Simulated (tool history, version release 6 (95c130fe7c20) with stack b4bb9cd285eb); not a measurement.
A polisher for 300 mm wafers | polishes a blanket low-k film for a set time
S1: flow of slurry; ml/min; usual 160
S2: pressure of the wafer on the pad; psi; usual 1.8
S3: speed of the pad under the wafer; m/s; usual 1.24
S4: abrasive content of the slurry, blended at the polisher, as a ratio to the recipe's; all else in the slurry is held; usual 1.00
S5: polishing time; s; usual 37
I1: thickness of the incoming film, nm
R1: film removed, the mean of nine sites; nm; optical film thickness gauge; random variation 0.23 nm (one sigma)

run,hour,S1,S2,S3,S4,S5,I1,R1
1,0.0,160,1.8,1.24,1.00,37,493.4,15.1
# hour 13.1: slurry blender recalibrated
2,75.7,160,1.8,1.24,1.00,37,487.2,14.0
# hour 102.4: worn pad replaced by a new one
# hour 105.8: conditioning disc replaced and pad reconditioned
3,150.2,160,1.8,1.24,1.00,37,494.7,15.3
4,257.5,160,1.8,1.24,1.00,37,489.6,14.7
# hour 340.8: worn pad replaced by a new one
5,341.5,160,1.8,1.24,1.00,37,489.6,13.3
# hour 371.6: conditioning disc replaced and pad reconditioned
# hour 438.4: slurry blender recalibrated
6,444.7,160,1.8,1.24,1.00,37,479.7,14.9
# hour 486.1: slurry nozzle cleaned
7,500.7,160,1.8,1.24,1.00,37,482.5,14.0
# hour 577.9: worn pad replaced by a new one
8,583.2,160,1.4,1.24,1.00,41,488.8,12.0
# hour 595.4: head pressure recalibrated
# hour 607.4: conditioning disc replaced and pad reconditioned
9,662.7,160,1.8,1.24,1.00,41,492.8,17.1
10,734.0,145,1.8,1.62,1.00,37,482.0,17.4
11,820.6,210,2.2,1.24,1.00,37,492.3,16.4
# hour 837.2: worn pad replaced by a new one
# hour 852.7: slurry blender recalibrated
# hour 866.8: conditioning disc replaced and pad reconditioned
12,905.4,160,1.8,1.10,1.10,25,486.3,10.3
13,953.9,160,1.8,1.24,1.00,37,494.2,15.6
14,1038.3,160,1.8,1.02,1.25,24,498.8,9.1
# hour 1050.5: slurry nozzle cleaned
15,1093.1,160,1.8,1.24,1.00,29,494.6,10.7
# hour 1106.9: worn pad replaced by a new one
# hour 1129.2: conditioning disc replaced and pad reconditioned
16,1175.4,160,1.8,1.24,1.00,37,491.8,15.7

What the log doesn't show, run by run:
removal rate lost through wear of the pad, %: 0 in every run
slurry flow missing at the pad, %: 0 in every run
deviation of the head's pressure from its setpoint, %: 0 in every run
abrasive missing from the slurry, %: 0 in every run
H1: time polished since the conditioner stopped cutting, s
run,H1
1,126
2,310
3,38.8
4,224
5,509
6,147
7,246
8,493
9,75.4
10,189
11,448
12,18.4
13,71.9
14,263
15,455
16,50.3
